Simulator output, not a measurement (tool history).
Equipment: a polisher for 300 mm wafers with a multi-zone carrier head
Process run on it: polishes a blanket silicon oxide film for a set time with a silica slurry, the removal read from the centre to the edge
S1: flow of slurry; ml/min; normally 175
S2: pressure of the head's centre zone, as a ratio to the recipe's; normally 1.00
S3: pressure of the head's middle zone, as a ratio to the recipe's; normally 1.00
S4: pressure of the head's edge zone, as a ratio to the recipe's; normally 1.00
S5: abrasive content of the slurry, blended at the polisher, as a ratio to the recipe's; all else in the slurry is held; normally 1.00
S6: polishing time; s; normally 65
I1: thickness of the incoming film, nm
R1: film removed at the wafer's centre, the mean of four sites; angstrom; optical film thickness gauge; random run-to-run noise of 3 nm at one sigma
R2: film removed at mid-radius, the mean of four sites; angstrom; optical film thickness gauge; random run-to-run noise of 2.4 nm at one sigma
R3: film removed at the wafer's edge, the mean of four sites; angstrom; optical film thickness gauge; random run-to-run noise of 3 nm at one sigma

run 1 hour=0.0 | S1=175 S2=1.00 S3=1.00 S4=1.00 S5=1.00 S6=65 | I1=840.8 | R1=2326 R2=2411 R3=2354
-- hour=72.2 slurry nozzle cleaned
run 2 hour=79.1 | S1=175 S2=1.00 S3=1.00 S4=1.00 S5=1.00 S6=65 | I1=830.5 | R1=2385 R2=2442 R3=2361
-- hour=133.8 worn pad replaced by a new one
run 3 hour=153.4 | S1=175 S2=1.00 S3=1.00 S4=1.00 S5=1.10 S6=65 | I1=838.6 | R1=2447 R2=2517 R3=2491
run 4 hour=204.4 | S1=175 S2=1.00 S3=1.00 S4=1.00 S5=1.10 S6=65 | I1=836.5 | R1=2449 R2=2567 R3=2467
run 5 hour=287.1 | S1=175 S2=1.00 S3=1.00 S4=1.00 S5=1.10 S6=65 | I1=855.3 | R1=2419 R2=2499 R3=2416
run 6 hour=371.8 | S1=175 S2=1.00 S3=1.00 S4=1.00 S5=1.00 S6=65 | I1=837.7 | R1=2274 R2=2432 R3=2300
-- hour=405.6 edge zone pressure recalibrated
-- hour=406.5 slurry nozzle cleaned
run 7 hour=450.5 | S1=175 S2=1.00 S3=1.00 S4=1.00 S5=1.00 S6=65 | I1=830.6 | R1=2294 R2=2479 R3=2354
run 8 hour=503.5 | S1=175 S2=1.00 S3=1.00 S4=1.00 S5=1.00 S6=65 | I1=839.3 | R1=2271 R2=2469 R3=2400
-- hour=525.5 worn pad replaced by a new one
run 9 hour=563.7 | S1=175 S2=1.00 S3=0.96 S4=1.00 S5=1.25 S6=65 | I1=842.1 | R1=2533 R2=2616 R3=2554
-- hour=797.1 slurry nozzle cleaned
run 10 hour=804.5 | S1=120 S2=1.00 S3=1.08 S4=1.00 S5=1.00 S6=65 | I1=845.7 | R1=2152 R2=2436 R3=2245
-- hour=866.6 worn pad replaced by a new one
run 11 hour=903.9 | S1=175 S2=1.00 S3=1.00 S4=0.94 S5=1.00 S6=50 | I1=837.4 | R1=1741 R2=1873 R3=1732
-- hour=928.9 centre zone pressure recalibrated
-- hour=976.0 carrier head's membrane replaced by a new one
run 12 hour=986.5 | S1=175 S2=1.00 S3=1.00 S4=1.00 S5=1.00 S6=65 | I1=835.4 | R1=2313 R2=2427 R3=2391
run 13 hour=1066.9 | S1=175 S2=1.00 S3=1.00 S4=1.00 S5=1.00 S6=65 | I1=855.1 | R1=2315 R2=2448 R3=2362
run 14 hour=1115.0 | S1=175 S2=1.00 S3=1.00 S4=1.00 S5=1.00 S6=84 | I1=847.1 | R1=2975 R2=3157 R3=3055
-- hour=1195.0 worn pad replaced by a new one
run 15 hour=1209.5 | S1=175 S2=1.09 S3=1.00 S4=1.11 S5=1.00 S6=65 | I1=856.4 | R1=2485 R2=2395 R3=2501
-- hour=1228.6 slurry nozzle cleaned
run 16 hour=1316.6 | S1=175 S2=1.00 S3=1.00 S4=1.00 S5=1.00 S6=65 | I1=841.4 | R1=2374 R2=2439 R3=2348
run 17 hour=1388.5 | S1=175 S2=1.10 S3=1.00 S4=1.00 S5=1.00 S6=65 | I1=838.1 | R1=2597 R2=2456 R3=2322
run 18 hour=1465.5 | S1=220 S2=1.11 S3=0.95 S4=1.00 S5=1.00 S6=65 | I1=850.9 | R1=2644 R2=2390 R3=2438
run 19 hour=1542.7 | S1=175 S2=0.90 S3=0.88 S4=1.00 S5=0.90 S6=45 | I1=825.5 | R1=1359 R2=1474 R3=1560
-- hour=1563.6 slurry nozzle cleaned
-- hour=1574.8 worn pad replaced by a new one
run 20 hour=1582.9 | S1=195 S2=1.00 S3=1.00 S4=1.07 S5=1.00 S6=65 | I1=835.5 | R1=2366 R2=2422 R3=2433

Consider 5 possible next runs. They are alternatives, not a sequence: every one starts from the tool as it was left by run 20. What does each give?
run A hour=1583.3 | S1=175 S2=1.00 S3=1.00 S4=1.00 S5=1.00 S6=45 | I1=843.0 | R1=? R2=? R3=?
run B hour=1583.3 | S1=215 S2=1.00 S3=1.00 S4=1.00 S5=0.70 S6=49 | I1=843.0 | R1=? R2=? R3=?
run C hour=1583.3 | S1=175 S2=0.94 S3=1.00 S4=1.00 S5=1.00 S6=65 | I1=843.0 | R1=? R2=? R3=?
run D hour=1583.3 | S1=175 S2=0.91 S3=1.04 S4=1.00 S5=1.00 S6=65 | I1=843.0 | R1=? R2=? R3=?
run E hour=1583.3 | S1=175 S2=1.08 S3=1.00 S4=1.00 S5=0.70 S6=65 | I1=843.0 | R1=? R2=? R3=?

run=A R1=1590 R2=1687 R3=1589
run=B R1=1499 R2=1585 R3=1482
run=C R1=2165 R2=2437 R3=2296
run=D R1=2100 R2=2520 R3=2295
run=E R1=2071 R2=2040 R3=1923
Without the tool's unlogged condition, the same runs would have read:
run=A R1=1590 R2=1687 R3=1589
run=B R1=1499 R2=1585 R3=1482
run=C R1=2165 R2=2437 R3=2296
run=D R1=2100 R2=2520 R3=2295
run=E R1=2071 R2=2040 R3=1923

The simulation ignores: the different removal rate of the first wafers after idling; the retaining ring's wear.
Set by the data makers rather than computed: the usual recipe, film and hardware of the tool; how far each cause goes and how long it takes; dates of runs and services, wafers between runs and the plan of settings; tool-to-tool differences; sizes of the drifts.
